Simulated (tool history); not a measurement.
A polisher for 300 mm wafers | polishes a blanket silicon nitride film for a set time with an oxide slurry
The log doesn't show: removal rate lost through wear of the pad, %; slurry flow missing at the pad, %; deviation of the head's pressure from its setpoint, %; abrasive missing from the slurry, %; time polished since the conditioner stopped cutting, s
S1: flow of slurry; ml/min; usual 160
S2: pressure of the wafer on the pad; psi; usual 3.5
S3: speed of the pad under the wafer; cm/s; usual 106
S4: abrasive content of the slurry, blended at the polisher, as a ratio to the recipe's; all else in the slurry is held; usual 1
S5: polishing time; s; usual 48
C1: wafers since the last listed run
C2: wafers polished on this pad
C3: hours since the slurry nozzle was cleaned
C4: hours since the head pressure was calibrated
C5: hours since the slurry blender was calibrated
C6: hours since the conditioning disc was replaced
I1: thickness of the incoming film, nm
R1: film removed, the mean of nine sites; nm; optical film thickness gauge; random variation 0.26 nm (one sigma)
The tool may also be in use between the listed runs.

| run | hour | S1 | S2 | S3 | S4 | S5 | C1 | C2 | C3 | C4 | C5 | C6 | I1 | R1 |
|---|---|---|---|---|---|---|---|---|---|---|---|---|---|---|
| 1 | 0 | 160 | 3.5 | 106 | 1 | 48 | 0 | 335 | 284.2 | 729.3 | 343.8 | 375.7 | 290.9 | 27.4 |
|  | 22 | conditioning disc replaced and pad reconditioned |
|  | 32 | slurry blender recalibrated |
| 2 | 56.8 | 160 | 3.5 | 106 | 1 | 48 | 445 | 780 | 341 | 786.1 | 24.8 | 34.8 | 290.6 | 26.4 |
|  | 74.4 | slurry nozzle cleaned |
| 3 | 122.4 | 130 | 3.5 | 106 | 1 | 48 | 544 | 1325 | 48 | 851.7 | 90.4 | 100.4 | 289.6 | 25.5 |
| 4 | 173.8 | 130 | 3.5 | 106 | 1 | 48 | 433 | 1759 | 99.4 | 903.1 | 141.8 | 151.8 | 293.7 | 25 |
| 5 | 233.8 | 130 | 3.5 | 106 | 1 | 48 | 506 | 2265 | 159.4 | 963.1 | 201.8 | 211.8 | 292.4 | 25.1 |
| 6 | 271.8 | 160 | 3.5 | 106 | 1 | 48 | 320 | 2585 | 197.4 | 1001.1 | 239.8 | 249.8 | 290.7 | 26.1 |
| 7 | 332 | 160 | 4.3 | 106 | 1 | 48 | 507 | 3093 | 257.6 | 1061.3 | 300 | 310 | 288 | 31.2 |
|  | 356.4 | worn pad replaced by a new one |
| 8 | 365.7 | 160 | 3.5 | 106 | 1 | 48 | 250 | 78 | 291.3 | 1095 | 333.7 | 343.7 | 285.8 | 28.4 |
|  | 378.5 | slurry blender recalibrated |
|  | 381 | head pressure recalibrated |
| 9 | 416.1 | 160 | 3.5 | 80 | 1.25 | 48 | 391 | 469 | 341.7 | 35.1 | 37.6 | 394.1 | 287.4 | 24.5 |
|  | 437.6 | slurry nozzle cleaned |
|  | 441 | conditioning disc replaced and pad reconditioned |
| 10 | 478.6 | 160 | 3.5 | 106 | 1 | 48 | 501 | 971 | 41 | 97.6 | 100.1 | 37.6 | 288.3 | 26.8 |
| 11 | 540.1 | 160 | 3.5 | 142 | 1 | 48 | 518 | 1490 | 102.5 | 159.1 | 161.6 | 99.1 | 285.9 | 33 |
| 12 | 605.1 | 160 | 3.5 | 124 | 1 | 48 | 548 | 2038 | 167.5 | 224.1 | 226.6 | 164.1 | 285.8 | 29.8 |
| 13 | 661.6 | 160 | 3.5 | 106 | 1.1 | 48 | 476 | 2514 | 224 | 280.6 | 283.1 | 220.6 | 293 | 27.9 |
| 14 | 700.6 | 185 | 3.1 | 138 | 1 | 48 | 328 | 2843 | 263 | 319.6 | 322.1 | 259.6 | 290.4 | 28.8 |
|  | 730.9 | slurry blender recalibrated |
| 15 | 742.6 | 120 | 3.5 | 76 | 1 | 60 | 337 | 3180 | 305 | 361.6 | 11.7 | 301.6 | 295.5 | 25.3 |
|  | 750.4 | worn pad replaced by a new one |
| 16 | 776.5 | 135 | 4.6 | 106 | 1 | 48 | 252 | 220 | 338.9 | 395.5 | 45.6 | 335.5 | 287 | 34.2 |
|  | 783.7 | slurry nozzle cleaned |
|  | 834.6 | conditioning disc replaced and pad reconditioned |
| 17 | 835.1 | 160 | 3.5 | 106 | 0.9 | 57 | 468 | 689 | 51.4 | 454.1 | 104.2 | 0.5 | 285.6 | 30.9 |
| 18 | 893.4 | 160 | 3.5 | 84 | 0.75 | 48 | 491 | 1180 | 109.7 | 512.4 | 162.5 | 58.8 | 292.7 | 20.9 |
| 19 | 933.5 | 160 | 4.2 | 106 | 1.25 | 54 | 338 | 1519 | 149.8 | 552.5 | 202.6 | 98.9 | 291.6 | 38.2 |
| 20 | 982.9 | 160 | 2.9 | 106 | 0.85 | 61 | 416 | 1935 | 199.2 | 601.9 | 252 | 148.3 | 291.1 | 27.2 |
| 21 | 1045.5 | 215 | 3.5 | 88 | 1.1 | 59 | 527 | 2463 | 261.8 | 664.5 | 314.6 | 210.9 | 288.4 | 31.1 |
|  | 1081.1 | slurry blender recalibrated |
|  | 1091.1 | worn pad replaced by a new one |
| 22 | 1102.7 | 160 | 3.5 | 116 | 1 | 48 | 431 | 97 | 319 | 721.7 | 21.6 | 268.1 | 288.2 | 30.1 |
|  | 1130.6 | slurry nozzle cleaned |
| 23 | 1132.1 | 160 | 3.8 | 106 | 0.75 | 56 | 239 | 337 | 1.5 | 751.1 | 51 | 297.5 | 286.7 | 31.2 |
| 24 | 1165.1 | 160 | 3.5 | 106 | 1 | 48 | 278 | 615 | 34.5 | 784.1 | 84 | 330.5 | 293.6 | 27.5 |

5 ways to go on from here, each from the tool as it stands after run 24. What would each give?
| A | 1165.5 | 160 | 3.5 | 106 | 1 | 48 | 3 | 618 | 34.9 | 784.5 | 84.4 | 330.9 | 292.7 | ? |
| B | 1165.5 | 130 | 4.4 | 106 | 1 | 35 | 3 | 618 | 34.9 | 784.5 | 84.4 | 330.9 | 292.7 | ? |
| C | 1165.5 | 160 | 4 | 106 | 1 | 48 | 3 | 618 | 34.9 | 784.5 | 84.4 | 330.9 | 292.7 | ? |
| D | 1165.5 | 160 | 2.9 | 138 | 1 | 48 | 3 | 618 | 34.9 | 784.5 | 84.4 | 330.9 | 292.7 | ? |
| E | 1165.5 | 140 | 3.5 | 106 | 1 | 48 | 3 | 618 | 34.9 | 784.5 | 84.4 | 330.9 | 292.7 | ? |

| run | R1 |
|---|---|
| A | 27.5 |
| B | 23.8 |
| C | 31 |
| D | 28 |
| E | 26.9 |
Without the tool's hidden state the same runs would have given:
| run | R1 |
|---|---|
| A | 28.4 |
| B | 24.5 |
| C | 32 |
| D | 28.8 |
| E | 27.8 |

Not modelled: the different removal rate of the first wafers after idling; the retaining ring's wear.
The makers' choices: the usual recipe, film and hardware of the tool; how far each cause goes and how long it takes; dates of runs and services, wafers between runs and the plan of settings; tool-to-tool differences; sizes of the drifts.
